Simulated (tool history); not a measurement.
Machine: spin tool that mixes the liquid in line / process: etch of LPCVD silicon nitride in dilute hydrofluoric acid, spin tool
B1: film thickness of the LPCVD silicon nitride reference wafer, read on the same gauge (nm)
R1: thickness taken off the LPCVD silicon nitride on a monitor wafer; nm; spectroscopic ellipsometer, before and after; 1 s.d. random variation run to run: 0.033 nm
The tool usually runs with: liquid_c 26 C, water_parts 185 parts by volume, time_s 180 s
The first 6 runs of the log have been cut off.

{"run": 7, "hour": 278.3, "liquid_c": 26, "water_parts": 185, "time_s": 180, "B1": 149.987, "R1": 0.57}
{"run": 8, "hour": 324.1, "liquid_c": 26, "water_parts": 185, "time_s": 180, "B1": 150.006, "R1": 0.549}
{"run": 9, "hour": 376.5, "liquid_c": 26, "water_parts": 185, "time_s": 180, "B1": 149.987, "R1": 0.519}
{"run": 10, "hour": 405.5, "liquid_c": 26, "water_parts": 185, "time_s": 180, "B1": 150.009, "R1": 0.544}
{"run": 11, "hour": 452.8, "liquid_c": 26, "water_parts": 185, "time_s": 180, "B1": 150.039, "R1": 0.534}
{"run": 12, "hour": 508.1, "liquid_c": 26, "water_parts": 185, "time_s": 180, "B1": 150.024, "R1": 0.566}
{"run": 13, "hour": 540.3, "liquid_c": 26, "water_parts": 185, "time_s": 180, "B1": 149.989, "R1": 0.525}
{"run": 14, "hour": 594.3, "liquid_c": 26, "water_parts": 185, "time_s": 180, "B1": 149.993, "R1": 0.631}
{"hour": 606.3, "done": "gauge calibrated"}
{"run": 15, "hour": 633.6, "liquid_c": 26, "water_parts": 185, "time_s": 180, "B1": 149.988, "R1": 0.532}
{"hour": 817.3, "done": "hydrofluoric acid flow meter replaced"}
{"run": 16, "hour": 844.5, "liquid_c": 30.5, "water_parts": 185, "time_s": 120, "B1": 149.98, "R1": 0.521}
{"run": 17, "hour": 886.9, "liquid_c": 23.5, "water_parts": 125, "time_s": 265, "B1": 150.004, "R1": 1.097}
{"run": 18, "hour": 934.9, "liquid_c": 26, "water_parts": 185, "time_s": 270, "B1": 149.995, "R1": 0.808}
{"hour": 952.6, "done": "thermometer replaced"}
{"run": 19, "hour": 999.9, "liquid_c": 26, "water_parts": 185, "time_s": 180, "B1": 149.981, "R1": 0.572}
{"run": 20, "hour": 1056.8, "liquid_c": 24.5, "water_parts": 110, "time_s": 125, "B1": 150.002, "R1": 0.531}
{"run": 21, "hour": 1119.7, "liquid_c": 23, "water_parts": 185, "time_s": 225, "B1": 149.975, "R1": 0.593}
{"run": 22, "hour": 1183.1, "liquid_c": 26, "water_parts": 185, "time_s": 180, "B1": 150.01, "R1": 0.517}
{"run": 23, "hour": 1249.0, "liquid_c": 23.5, "water_parts": 220, "time_s": 265, "B1": 149.943, "R1": 0.542}
{"run": 24, "hour": 1281.5, "liquid_c": 21, "water_parts": 110, "time_s": 180, "B1": 149.99, "R1": 0.6}
{"run": 25, "hour": 1342.0, "liquid_c": 30, "water_parts": 255, "time_s": 120, "B1": 150.026, "R1": 0.38}
{"run": 26, "hour": 1374.0, "liquid_c": 26, "water_parts": 105, "time_s": 180, "B1": 149.94, "R1": 1.089}
{"run": 27, "hour": 1438.0, "liquid_c": 26, "water_parts": 260, "time_s": 125, "B1": 150.032, "R1": 0.263}
{"run": 28, "hour": 1504.1, "liquid_c": 26, "water_parts": 115, "time_s": 230, "B1": 149.961, "R1": 1.11}
{"run": 29, "hour": 1562.8, "liquid_c": 22, "water_parts": 255, "time_s": 245, "B1": 150, "R1": 0.396}
{"run": 30, "hour": 1615.6, "liquid_c": 24, "water_parts": 140, "time_s": 150, "B1": 150.022, "R1": 0.513}
{"run": 31, "hour": 1649.4, "liquid_c": 26, "water_parts": 185, "time_s": 180, "B1": 150.009, "R1": 0.56}

Forecast each of these 4 alternatives for the next run:
{"run": "A", "hour": 1649.9, "liquid_c": 22, "water_parts": 185, "time_s": 180, "B1": "?", "R1": "?"}
{"run": "B", "hour": 1649.9, "liquid_c": 26, "water_parts": 155, "time_s": 180, "B1": "?", "R1": "?"}
{"run": "C", "hour": 1649.9, "liquid_c": 30.5, "water_parts": 110, "time_s": 180, "B1": "?", "R1": "?"}
{"run": "D", "hour": 1649.9, "liquid_c": 23, "water_parts": 160, "time_s": 135, "B1": "?", "R1": "?"}

run=A B1=150.065 R1=0.444
run=B B1=150.065 R1=0.684
run=C B1=150.065 R1=1.28
run=D B1=150.065 R1=0.41
With the hidden condition removed and each run's random variation left untouched, the same runs would have given:
run=A R1=0.444
run=B R1=0.684
run=C R1=1.28
run=D R1=0.41

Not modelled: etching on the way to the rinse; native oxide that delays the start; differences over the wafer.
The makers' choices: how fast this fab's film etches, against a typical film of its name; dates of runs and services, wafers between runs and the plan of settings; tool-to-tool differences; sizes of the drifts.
